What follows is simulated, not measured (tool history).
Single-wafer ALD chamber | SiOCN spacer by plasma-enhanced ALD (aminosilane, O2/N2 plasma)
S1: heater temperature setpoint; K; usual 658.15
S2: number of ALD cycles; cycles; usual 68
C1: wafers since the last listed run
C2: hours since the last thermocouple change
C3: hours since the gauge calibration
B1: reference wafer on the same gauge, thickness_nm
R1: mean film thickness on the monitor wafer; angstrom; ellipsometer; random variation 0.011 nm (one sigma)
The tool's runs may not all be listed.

run 1 day=0 | S1=658.15 S2=68 | C1=0 C2=2723.9 C3=26.2 | B1=3.979 | R1=42.71
run 2 day=0.571 | S1=658.15 S2=68 | C1=68 C2=2737.6 C3=39.9 | B1=3.981 | R1=42.69
run 3 day=1.317 | S1=658.15 S2=68 | C1=89 C2=2755.5 C3=57.8 | B1=3.979 | R1=42.63
run 4 day=1.842 | S1=658.15 S2=68 | C1=63 C2=2768.1 C3=70.4 | B1=3.98 | R1=42.82
run 5 day=2.288 | S1=658.15 S2=68 | C1=53 C2=2778.8 C3=81.1 | B1=3.982 | R1=42.55
run 6 day=3.658 | S1=658.15 S2=68 | C1=164 C2=2811.7 C3=114 | B1=3.981 | R1=42.71
run 7 day=4.204 | S1=658.15 S2=68 | C1=65 C2=2824.8 C3=127.1 | B1=3.981 | R1=42.69
run 8 day=4.662 | S1=658.15 S2=68 | C1=55 C2=2835.8 C3=138.1 | B1=3.982 | R1=42.68
run 9 day=5.042 | S1=658.15 S2=68 | C1=45 C2=2844.9 C3=147.2 | B1=3.98 | R1=42.9
run 10 day=5.408 | S1=658.15 S2=68 | C1=44 C2=2853.7 C3=156 | B1=3.981 | R1=42.68
run 11 day=5.821 | S1=658.15 S2=68 | C1=49 C2=2863.6 C3=165.9 | B1=3.981 | R1=42.67
run 12 day=6.4 | S1=658.15 S2=77 | C1=69 C2=2877.5 C3=179.8 | B1=3.982 | R1=48.28
-- day=7.354 thermocouple changed; heater temperature recalibrated
run 13 day=7.375 | S1=658.15 S2=68 | C1=77 C2=0.5 C3=203.2 | B1=3.979 | R1=42.97
run 14 day=7.629 | S1=649.15 S2=79 | C1=30 C2=6.6 C3=209.3 | B1=3.98 | R1=49.48
run 15 day=8.067 | S1=658.15 S2=79 | C1=52 C2=17.1 C3=219.8 | B1=3.981 | R1=49.65
-- day=8.471 gauge calibrated
run 16 day=8.504 | S1=658.15 S2=68 | C1=52 C2=27.6 C3=0.8 | B1=3.979 | R1=42.63
run 17 day=9.242 | S1=647.15 S2=74 | C1=88 C2=45.3 C3=18.5 | B1=3.98 | R1=46.49
run 18 day=9.988 | S1=645.15 S2=68 | C1=89 C2=63.2 C3=36.4 | B1=3.979 | R1=42.64
run 19 day=10.662 | S1=652.15 S2=63 | C1=81 C2=79.4 C3=52.6 | B1=3.98 | R1=39.56
run 20 day=11.058 | S1=647.15 S2=81 | C1=47 C2=88.9 C3=62.1 | B1=3.98 | R1=50.79
run 21 day=11.496 | S1=664.15 S2=68 | C1=52 C2=99.4 C3=72.6 | B1=3.98 | R1=42.55
run 22 day=11.867 | S1=672.15 S2=57 | C1=44 C2=108.3 C3=81.5 | B1=3.98 | R1=35.88

Hidden state at the last listed run before each entry between runs and at the first one after, where it differs:
Between runs 12 and 13: thermocouple changed; heater temperature recalibrated (day 7.354)
  no hidden state differs between the two runs
Between runs 15 and 16: gauge calibrated (day 8.471)
  no hidden state differs between the two runs

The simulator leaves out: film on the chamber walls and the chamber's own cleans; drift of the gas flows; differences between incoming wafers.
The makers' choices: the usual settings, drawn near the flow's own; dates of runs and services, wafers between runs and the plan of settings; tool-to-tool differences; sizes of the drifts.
